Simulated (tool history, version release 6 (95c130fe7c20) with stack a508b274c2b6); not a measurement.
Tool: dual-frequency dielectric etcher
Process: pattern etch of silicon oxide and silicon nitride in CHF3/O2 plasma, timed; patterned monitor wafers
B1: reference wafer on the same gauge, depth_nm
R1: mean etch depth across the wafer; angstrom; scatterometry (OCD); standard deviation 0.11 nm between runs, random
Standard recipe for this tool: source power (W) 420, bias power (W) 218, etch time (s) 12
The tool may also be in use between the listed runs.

run 1 hour=0 | source_power_(W)=420 bias_power_(W)=218 etch_time_(s)=12 | B1=17.28 | R1=164.1
run 2 hour=106.1 | source_power_(W)=420 bias_power_(W)=218 etch_time_(s)=12 | B1=17.3 | R1=161.9
run 3 hour=278 | source_power_(W)=420 bias_power_(W)=218 etch_time_(s)=12 | B1=17.31 | R1=168.6
run 4 hour=327.1 | source_power_(W)=420 bias_power_(W)=218 etch_time_(s)=12 | B1=17.31 | R1=167.5
run 5 hour=411.9 | source_power_(W)=420 bias_power_(W)=218 etch_time_(s)=12 | B1=17.32 | R1=171.9
-- hour=445 wet clean of the chamber
run 6 hour=470.4 | source_power_(W)=420 bias_power_(W)=176 etch_time_(s)=12 | B1=17.31 | R1=144.6
-- hour=508.3 source power generator calibrated
run 7 hour=541.1 | source_power_(W)=420 bias_power_(W)=176 etch_time_(s)=12 | B1=17.32 | R1=144.4
run 8 hour=625.2 | source_power_(W)=420 bias_power_(W)=177 etch_time_(s)=12 | B1=17.3 | R1=145.6
run 9 hour=661.9 | source_power_(W)=420 bias_power_(W)=177 etch_time_(s)=12 | B1=17.3 | R1=149
run 10 hour=705.1 | source_power_(W)=490 bias_power_(W)=218 etch_time_(s)=8.5 | B1=17.3 | R1=124.6
-- hour=737 gauge calibrated
-- hour=740.9 upper electrode replaced, of another model than before
run 11 hour=787.5 | source_power_(W)=420 bias_power_(W)=218 etch_time_(s)=13.5 | B1=17.33 | R1=183.1
-- hour=849.6 bias power generator calibrated
run 12 hour=884.5 | source_power_(W)=420 bias_power_(W)=218 etch_time_(s)=13.5 | B1=17.28 | R1=187.9
run 13 hour=922.1 | source_power_(W)=370 bias_power_(W)=167 etch_time_(s)=12 | B1=17.29 | R1=148.1
-- hour=983.7 wet clean of the chamber
run 14 hour=984.2 | source_power_(W)=420 bias_power_(W)=264 etch_time_(s)=12 | B1=17.3 | R1=173
run 15 hour=1038.2 | source_power_(W)=420 bias_power_(W)=177 etch_time_(s)=12 | B1=17.27 | R1=150.1
run 16 hour=1135.6 | source_power_(W)=420 bias_power_(W)=218 etch_time_(s)=15.5 | B1=17.33 | R1=210.9
run 17 hour=1369.2 | source_power_(W)=420 bias_power_(W)=218 etch_time_(s)=14.5 | B1=17.3 | R1=200
run 18 hour=1435.4 | source_power_(W)=420 bias_power_(W)=204 etch_time_(s)=9 | B1=17.32 | R1=122.1

Alternative continuations, all from the tool just after run 18; predict every row:
run A hour=1435.8 | source_power_(W)=470 bias_power_(W)=218 etch_time_(s)=12 | B1=? | R1=?
run B hour=1435.8 | source_power_(W)=420 bias_power_(W)=177 etch_time_(s)=9 | B1=? | R1=?
run C hour=1435.8 | source_power_(W)=500 bias_power_(W)=177 etch_time_(s)=12 | B1=? | R1=?

run=A B1=17.3 R1=171.9
run=B B1=17.3 R1=116.2
run=C B1=17.3 R1=162.6
With no hidden state in the tool, these same runs would have given:
run=A R1=164.4
run=B R1=111.1
run=C R1=155.5
